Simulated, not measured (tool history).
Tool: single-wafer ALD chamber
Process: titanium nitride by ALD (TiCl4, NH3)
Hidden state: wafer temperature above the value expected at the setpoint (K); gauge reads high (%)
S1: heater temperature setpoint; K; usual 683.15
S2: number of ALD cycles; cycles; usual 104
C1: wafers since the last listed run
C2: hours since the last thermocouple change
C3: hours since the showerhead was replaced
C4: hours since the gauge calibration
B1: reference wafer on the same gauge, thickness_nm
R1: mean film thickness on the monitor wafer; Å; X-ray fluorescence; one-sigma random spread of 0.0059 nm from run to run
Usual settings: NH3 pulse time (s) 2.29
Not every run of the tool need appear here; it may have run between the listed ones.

run 1 hour=0.0 | S1=683.15 S2=104 NH3_pulse_time_(s)=2.29 | C1=0 C2=1639.5 C3=3749.2 C4=427.0 | B1=2.419 | R1=24.07
-- hour=13.6 gauge calibrated
run 2 hour=14.3 | S1=683.15 S2=104 NH3_pulse_time_(s)=2.29 | C1=20 C2=1653.8 C3=3763.5 C4=0.7 | B1=2.384 | R1=23.79
run 3 hour=29.7 | S1=683.15 S2=104 NH3_pulse_time_(s)=2.29 | C1=22 C2=1669.2 C3=3778.9 C4=16.1 | B1=2.386 | R1=23.93
run 4 hour=41.0 | S1=683.15 S2=104 NH3_pulse_time_(s)=2.29 | C1=16 C2=1680.5 C3=3790.2 C4=27.4 | B1=2.390 | R1=23.88
run 5 hour=48.2 | S1=683.15 S2=104 NH3_pulse_time_(s)=2.29 | C1=10 C2=1687.7 C3=3797.4 C4=34.6 | B1=2.391 | R1=23.88
run 6 hour=65.9 | S1=683.15 S2=104 NH3_pulse_time_(s)=2.29 | C1=25 C2=1705.4 C3=3815.1 C4=52.3 | B1=2.396 | R1=23.90
run 7 hour=82.2 | S1=683.15 S2=104 NH3_pulse_time_(s)=2.29 | C1=23 C2=1721.7 C3=3831.4 C4=68.6 | B1=2.400 | R1=23.91
run 8 hour=88.6 | S1=683.15 S2=104 NH3_pulse_time_(s)=2.29 | C1=9 C2=1728.1 C3=3837.8 C4=75.0 | B1=2.399 | R1=23.94
run 9 hour=101.0 | S1=683.15 S2=104 NH3_pulse_time_(s)=2.29 | C1=17 C2=1740.5 C3=3850.2 C4=87.4 | B1=2.402 | R1=23.94
run 10 hour=128.4 | S1=683.15 S2=104 NH3_pulse_time_(s)=2.29 | C1=39 C2=1767.9 C3=3877.6 C4=114.8 | B1=2.403 | R1=24.04
run 11 hour=139.2 | S1=683.15 S2=104 NH3_pulse_time_(s)=2.29 | C1=15 C2=1778.7 C3=3888.4 C4=125.6 | B1=2.406 | R1=24.01
run 12 hour=153.8 | S1=683.15 S2=104 NH3_pulse_time_(s)=2.29 | C1=21 C2=1793.3 C3=3903.0 C4=140.2 | B1=2.408 | R1=24.01
run 13 hour=167.9 | S1=683.15 S2=104 NH3_pulse_time_(s)=2.29 | C1=20 C2=1807.4 C3=3917.1 C4=154.3 | B1=2.408 | R1=24.07
run 14 hour=175.8 | S1=683.15 S2=104 NH3_pulse_time_(s)=2.29 | C1=11 C2=1815.3 C3=3925.0 C4=162.2 | B1=2.410 | R1=24.09
run 15 hour=183.7 | S1=683.15 S2=104 NH3_pulse_time_(s)=2.29 | C1=11 C2=1823.2 C3=3932.9 C4=170.1 | B1=2.413 | R1=24.13
run 16 hour=190.1 | S1=689.15 S2=104 NH3_pulse_time_(s)=2.29 | C1=9 C2=1829.6 C3=3939.3 C4=176.5 | B1=2.412 | R1=24.15
run 17 hour=201.6 | S1=689.15 S2=104 NH3_pulse_time_(s)=2.29 | C1=16 C2=1841.1 C3=3950.8 C4=188.0 | B1=2.412 | R1=23.99
run 18 hour=210.6 | S1=683.15 S2=104 NH3_pulse_time_(s)=2.29 | C1=12 C2=1850.1 C3=3959.8 C4=197.0 | B1=2.411 | R1=24.07
run 19 hour=220.4 | S1=683.15 S2=104 NH3_pulse_time_(s)=2.29 | C1=14 C2=1859.9 C3=3969.6 C4=206.8 | B1=2.413 | R1=24.09
run 20 hour=229.5 | S1=696.15 S2=121 NH3_pulse_time_(s)=3.05 | C1=13 C2=1869.0 C3=3978.7 C4=215.9 | B1=2.416 | R1=28.44
run 21 hour=244.6 | S1=674.15 S2=87 NH3_pulse_time_(s)=3.07 | C1=21 C2=1884.1 C3=3993.8 C4=231.0 | B1=2.415 | R1=20.36
run 22 hour=252.6 | S1=673.15 S2=119 NH3_pulse_time_(s)=3.04 | C1=11 C2=1892.1 C3=4001.8 C4=239.0 | B1=2.415 | R1=27.99
-- hour=264.8 showerhead replaced
run 23 hour=269.3 | S1=683.15 S2=111 NH3_pulse_time_(s)=2.70 | C1=12 C2=1908.8 C3=4.5 C4=255.7 | B1=2.415 | R1=25.89
run 24 hour=280.3 | S1=683.15 S2=104 NH3_pulse_time_(s)=2.29 | C1=15 C2=1919.8 C3=15.5 C4=266.7 | B1=2.415 | R1=24.09
run 25 hour=291.3 | S1=674.15 S2=119 NH3_pulse_time_(s)=1.80 | C1=15 C2=1930.8 C3=26.5 C4=277.7 | B1=2.418 | R1=27.25
run 26 hour=308.6 | S1=683.15 S2=104 NH3_pulse_time_(s)=2.76 | C1=24 C2=1948.1 C3=43.8 C4=295.0 | B1=2.416 | R1=24.33
run 27 hour=319.1 | S1=689.15 S2=89 NH3_pulse_time_(s)=2.00 | C1=15 C2=1958.6 C3=54.3 C4=305.5 | B1=2.419 | R1=20.60
-- hour=335.6 thermocouple changed; heater temperature recalibrated
run 28 hour=336.1 | S1=694.15 S2=104 NH3_pulse_time_(s)=2.29 | C1=12 C2=0.5 C3=71.3 C4=322.5 | B1=2.416 | R1=24.27
run 29 hour=344.7 | S1=683.15 S2=104 NH3_pulse_time_(s)=2.29 | C1=12 C2=9.1 C3=79.9 C4=331.1 | B1=2.419 | R1=24.17
run 30 hour=359.7 | S1=683.15 S2=104 NH3_pulse_time_(s)=2.29 | C1=21 C2=24.1 C3=94.9 C4=346.1 | B1=2.420 | R1=24.09
-- hour=362.5 gauge calibrated
run 31 hour=366.9 | S1=683.15 S2=104 NH3_pulse_time_(s)=2.29 | C1=10 C2=31.3 C3=102.1 C4=4.4 | B1=2.382 | R1=23.80
run 32 hour=382.7 | S1=683.15 S2=93 NH3_pulse_time_(s)=3.09 | C1=22 C2=47.1 C3=117.9 C4=20.2 | B1=2.385 | R1=21.61
run 33 hour=398.1 | S1=683.15 S2=104 NH3_pulse_time_(s)=2.29 | C1=22 C2=62.5 C3=133.3 C4=35.6 | B1=2.391 | R1=23.93
run 34 hour=409.7 | S1=694.15 S2=104 NH3_pulse_time_(s)=1.55 | C1=16 C2=74.1 C3=144.9 C4=47.2 | B1=2.390 | R1=23.48
run 35 hour=418.6 | S1=683.15 S2=104 NH3_pulse_time_(s)=2.29 | C1=12 C2=83.0 C3=153.8 C4=56.1 | B1=2.393 | R1=23.92
run 36 hour=459.3 | S1=675.15 S2=104 NH3_pulse_time_(s)=2.29 | C1=58 C2=123.7 C3=194.5 C4=96.8 | B1=2.400 | R1=23.95
run 37 hour=468.8 | S1=672.15 S2=104 NH3_pulse_time_(s)=1.77 | C1=13 C2=133.2 C3=204.0 C4=106.3 | B1=2.402 | R1=23.32
run 38 hour=522.4 | S1=683.15 S2=104 NH3_pulse_time_(s)=2.29 | C1=77 C2=186.8 C3=257.6 C4=159.9 | B1=2.408 | R1=24.03
run 39 hour=567.0 | S1=683.15 S2=104 NH3_pulse_time_(s)=2.29 | C1=64 C2=231.4 C3=302.2 C4=204.5 | B1=2.412 | R1=24.10
run 40 hour=584.0 | S1=697.15 S2=115 NH3_pulse_time_(s)=3.12 | C1=24 C2=248.4 C3=319.2 C4=221.5 | B1=2.412 | R1=27.02

The same runs without the tool's hidden state, with the same run-to-run variation:
run=1 R1=23.68
run=2 R1=23.76
run=3 R1=23.86
run=4 R1=23.78
run=5 R1=23.77
run=6 R1=23.75
run=7 R1=23.72
run=8 R1=23.75
run=9 R1=23.72
run=10 R1=23.79
run=11 R1=23.74
run=12 R1=23.73
run=13 R1=23.77
run=14 R1=23.79
run=15 R1=23.82
run=16 R1=23.84
run=17 R1=23.67
run=18 R1=23.74
run=19 R1=23.75
run=20 R1=28.04
run=21 R1=20.07
run=22 R1=27.58
run=23 R1=25.50
run=24 R1=23.73
run=25 R1=26.84
run=26 R1=23.96
run=27 R1=20.28
run=28 R1=23.89
run=29 R1=23.79
run=30 R1=23.70
run=31 R1=23.78
run=32 R1=21.56
run=33 R1=23.83
run=34 R1=23.36
run=35 R1=23.78
run=36 R1=23.74
run=37 R1=23.11
run=38 R1=23.76
run=39 R1=23.80
run=40 R1=26.66
